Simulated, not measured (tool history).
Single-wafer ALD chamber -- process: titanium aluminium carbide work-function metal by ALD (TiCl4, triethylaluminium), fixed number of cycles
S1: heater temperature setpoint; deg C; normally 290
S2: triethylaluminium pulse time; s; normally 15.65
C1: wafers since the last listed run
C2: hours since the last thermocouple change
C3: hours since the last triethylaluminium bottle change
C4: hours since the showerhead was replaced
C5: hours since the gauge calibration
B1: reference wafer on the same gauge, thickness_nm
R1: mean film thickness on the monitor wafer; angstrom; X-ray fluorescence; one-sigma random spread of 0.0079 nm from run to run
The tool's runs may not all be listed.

run,hour,S1,S2,C1,C2,C3,C4,C5,B1,R1
1,0,290,15.65,0,2587.9,1145.6,5215.4,930.1,2.141,19.53
2,23.2,290,15.65,214,2611.1,1168.8,5238.6,953.3,2.143,19.31
3,46.6,301,15.65,216,2634.5,1192.2,5262,976.7,2.138,20.56
4,72.8,290,18.18,242,2660.7,1218.4,5288.2,1002.9,2.139,19.63
5,100.7,290,15.65,258,2688.6,1246.3,5316.1,1030.8,2.142,19.5
# hour 110.1: showerhead replaced
6,112.7,290,15.65,37,2700.6,1258.3,2.6,1042.8,2.138,19.33
7,132,290,15.65,178,2719.9,1277.6,21.9,1062.1,2.141,19.4
8,154.2,290,15.65,205,2742.1,1299.8,44.1,1084.3,2.141,19.49
9,176.5,290,15.65,206,2764.4,1322.1,66.4,1106.6,2.139,19.24
# hour 252.3: gauge calibrated
# hour 284: thermocouple changed; heater temperature recalibrated
10,284.5,290,15.65,925,0.5,1430.1,174.4,32.2,2.143,19.35
11,289.7,280,11.17,48,5.7,1435.3,179.6,37.4,2.139,16.55
12,303,301,20.7,123,19,1448.6,192.9,50.7,2.138,20.85
13,331.3,277,12.74,261,47.3,1476.9,221.2,79,2.139,17
14,345.1,290,15.65,127,61.1,1490.7,235,92.8,2.14,19.22
15,366.5,301,21.32,197,82.5,1512.1,256.4,114.2,2.138,20.89
16,380.2,282,13.23,126,96.2,1525.8,270.1,127.9,2.136,17.56
17,392.7,290,15.65,115,108.7,1538.3,282.6,140.4,2.139,19.14
18,425,280,15.65,298,141,1570.6,314.9,172.7,2.141,18.11
# hour 436.6: triethylaluminium bottle replaced
19,443.2,281,10.14,94,159.2,6.6,333.1,190.9,2.14,17.93
20,477.4,302,12.98,316,193.4,40.8,367.3,225.1,2.14,20.82
21,510.2,303,19.9,303,226.2,73.6,400.1,257.9,2.142,21.35
22,545.9,290,10.05,330,261.9,109.3,435.8,293.6,2.139,18.52
23,579.3,290,15.65,308,295.3,142.7,469.2,327,2.14,19.91
24,608.9,284,15.65,273,324.9,172.3,498.8,356.6,2.14,19.23
25,627,295,21.29,167,343,190.4,516.9,374.7,2.14,20.42
26,640.2,298,19.92,122,356.2,203.6,530.1,387.9,2.142,20.69
27,672.9,277,19.59,302,388.9,236.3,562.8,420.6,2.14,18.68
28,696.1,290,18.24,214,412.1,259.5,586,443.8,2.14,19.88
29,713.4,283,13.79,160,429.4,276.8,603.3,461.1,2.142,18.86
30,733,290,15.65,181,449,296.4,622.9,480.7,2.142,19.84
31,757.5,295,15.65,226,473.5,320.9,647.4,505.2,2.141,20.28
32,780.1,290,21.05,209,496.1,343.5,670,527.8,2.139,19.95

Branching from run 32: 5 alternative next runs. What would each branch give?
A,780.5,296,15.65,3,496.5,343.9,670.4,528.2,?,?
B,780.5,305,15.65,3,496.5,343.9,670.4,528.2,?,?
C,780.5,290,11.11,3,496.5,343.9,670.4,528.2,?,?
D,780.5,300,19.94,3,496.5,343.9,670.4,528.2,?,?
E,780.5,276,13.04,3,496.5,343.9,670.4,528.2,?,?

run,B1,R1
A,2.138,20.44
B,2.138,21.37
C,2.138,18.91
D,2.138,20.99
E,2.138,18.13
Had the tool no hidden state, the same runs would have come out as:
run,R1
A,20.5
B,21.43
C,19.18
D,21
E,18.26

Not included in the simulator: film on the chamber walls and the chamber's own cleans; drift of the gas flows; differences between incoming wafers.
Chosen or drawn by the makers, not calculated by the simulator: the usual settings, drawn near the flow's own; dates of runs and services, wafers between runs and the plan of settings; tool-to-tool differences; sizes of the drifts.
